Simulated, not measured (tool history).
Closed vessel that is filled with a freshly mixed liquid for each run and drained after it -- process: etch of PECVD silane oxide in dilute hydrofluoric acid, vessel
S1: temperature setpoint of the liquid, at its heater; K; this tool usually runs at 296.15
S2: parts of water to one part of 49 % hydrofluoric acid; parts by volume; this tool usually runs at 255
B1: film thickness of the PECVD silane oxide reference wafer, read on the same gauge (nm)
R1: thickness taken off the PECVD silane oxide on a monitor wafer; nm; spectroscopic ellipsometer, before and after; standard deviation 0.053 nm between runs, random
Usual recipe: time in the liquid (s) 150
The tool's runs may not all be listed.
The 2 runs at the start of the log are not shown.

{"run": 3, "day": 7.817, "S1": 296.15, "S2": 255, "time in the liquid (s)": 150, "B1": 80.01, "R1": 13.42}
{"run": 4, "day": 11.362, "S1": 296.15, "S2": 255, "time in the liquid (s)": 150, "B1": 80.02, "R1": 13.26}
{"run": 5, "day": 15.767, "S1": 296.15, "S2": 255, "time in the liquid (s)": 150, "B1": 80.01, "R1": 13.32}
{"run": 6, "day": 20.242, "S1": 296.15, "S2": 255, "time in the liquid (s)": 150, "B1": 79.99, "R1": 13.29}
{"run": 7, "day": 23.562, "S1": 296.15, "S2": 255, "time in the liquid (s)": 150, "B1": 80, "R1": 13.22}
{"run": 8, "day": 26.954, "S1": 296.15, "S2": 255, "time in the liquid (s)": 150, "B1": 79.99, "R1": 13.17}
{"run": 9, "day": 31.179, "S1": 296.15, "S2": 255, "time in the liquid (s)": 150, "B1": 79.96, "R1": 13.19}
{"run": 10, "day": 32.846, "S1": 296.15, "S2": 255, "time in the liquid (s)": 150, "B1": 79.98, "R1": 13.15}
{"day": 34.238, "done": "hydrofluoric acid flow meter replaced"}
{"run": 11, "day": 34.538, "S1": 300.15, "S2": 300, "time in the liquid (s)": 150, "B1": 80.02, "R1": 12.32}
{"run": 12, "day": 37.204, "S1": 297.65, "S2": 165, "time in the liquid (s)": 150, "B1": 79.99, "R1": 23.56}
{"run": 13, "day": 40.267, "S1": 296.15, "S2": 385, "time in the liquid (s)": 70, "B1": 80.02, "R1": 3.62}
{"run": 14, "day": 44.504, "S1": 296.15, "S2": 255, "time in the liquid (s)": 150, "B1": 79.96, "R1": 13.07}
{"run": 15, "day": 47.283, "S1": 296.15, "S2": 255, "time in the liquid (s)": 150, "B1": 80.01, "R1": 13.1}
{"run": 16, "day": 49.579, "S1": 300.15, "S2": 300, "time in the liquid (s)": 150, "B1": 79.98, "R1": 12.25}

What does the tool deliver on the next run?
{"run": 17, "day": 52.692, "S1": 296.15, "S2": 255, "time in the liquid (s)": 150, "B1": "?", "R1": "?"}

{"run 17": {"B1": 80.03, "R1": 13.11}}
With the hidden condition absent and the run-to-run variation left alone, this run would have shown R1 13.56 nm.
